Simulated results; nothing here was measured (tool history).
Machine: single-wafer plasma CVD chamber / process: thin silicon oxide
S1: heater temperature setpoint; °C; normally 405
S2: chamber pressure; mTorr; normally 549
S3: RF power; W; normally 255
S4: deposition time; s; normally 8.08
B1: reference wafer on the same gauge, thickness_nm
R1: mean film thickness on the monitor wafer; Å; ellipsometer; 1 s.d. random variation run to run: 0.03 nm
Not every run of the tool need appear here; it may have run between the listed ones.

run,hour,S1,S2,S3,S4,B1,R1
1,0.0,405,549,255,8.08,11.517,98.08
2,75.4,405,549,255,7.65,11.523,92.94
3,144.7,405,549,255,7.65,11.538,92.45
4,216.2,405,617,255,8.08,11.541,109.89
5,266.3,405,617,255,8.08,11.530,109.90
6,373.1,405,641,255,8.08,11.550,113.72
7,419.6,405,641,255,8.08,11.546,113.75
8,486.9,405,641,255,8.08,11.523,113.52
9,570.3,405,549,235,8.08,11.535,93.94
10,662.1,405,549,235,8.08,11.547,94.16
11,702.2,405,549,255,8.08,11.532,98.30
12,804.4,405,549,255,8.08,11.522,98.46
13,908.9,405,549,255,8.08,11.556,97.97
14,959.1,405,549,255,8.08,11.515,98.22
15,1017.7,405,549,255,6.49,11.549,79.23
16,1272.9,405,549,255,8.08,11.546,97.83
17,1372.0,405,452,255,7.34,11.545,74.80
# hour 1425.7: showerhead replaced
18,1448.7,405,549,290,9.15,11.551,117.65
# hour 1468.3: thermocouple changed; heater temperature recalibrated
19,1543.9,405,549,280,8.08,11.527,101.91
# hour 1618.5: capacitance manometer re-zeroed and calibrated
20,1630.9,405,549,255,7.65,11.532,93.21
# hour 1677.3: gauge calibrated
21,1679.0,405,641,255,8.08,11.556,113.36
# hour 1738.1: RF generator calibrated
22,1828.0,405,549,255,8.08,11.539,97.91
23,1921.5,405,644,255,7.37,11.534,104.23
24,1993.2,405,549,255,8.08,11.543,97.93
25,2054.3,405,466,255,8.08,11.542,84.31
26,2159.3,405,549,255,8.08,11.557,98.24
27,2230.8,399,549,270,8.08,11.544,101.50
28,2328.9,405,549,285,8.08,11.552,102.56
29,2408.6,405,549,255,8.08,11.539,97.77
30,2474.5,405,549,215,8.08,11.529,91.65

3 ways to go on from here, each from the tool as it stands after run 30. What would each give?
A,2474.9,405,549,255,8.08,?,?
B,2474.9,405,491,255,8.08,?,?
C,2474.9,405,434,230,8.08,?,?

run,B1,R1
A,11.537,98.17
B,11.537,88.31
C,11.537,74.93
Without the tool's unlogged condition, the same runs would have read:
run,R1
A,98.17
B,88.31
C,74.93

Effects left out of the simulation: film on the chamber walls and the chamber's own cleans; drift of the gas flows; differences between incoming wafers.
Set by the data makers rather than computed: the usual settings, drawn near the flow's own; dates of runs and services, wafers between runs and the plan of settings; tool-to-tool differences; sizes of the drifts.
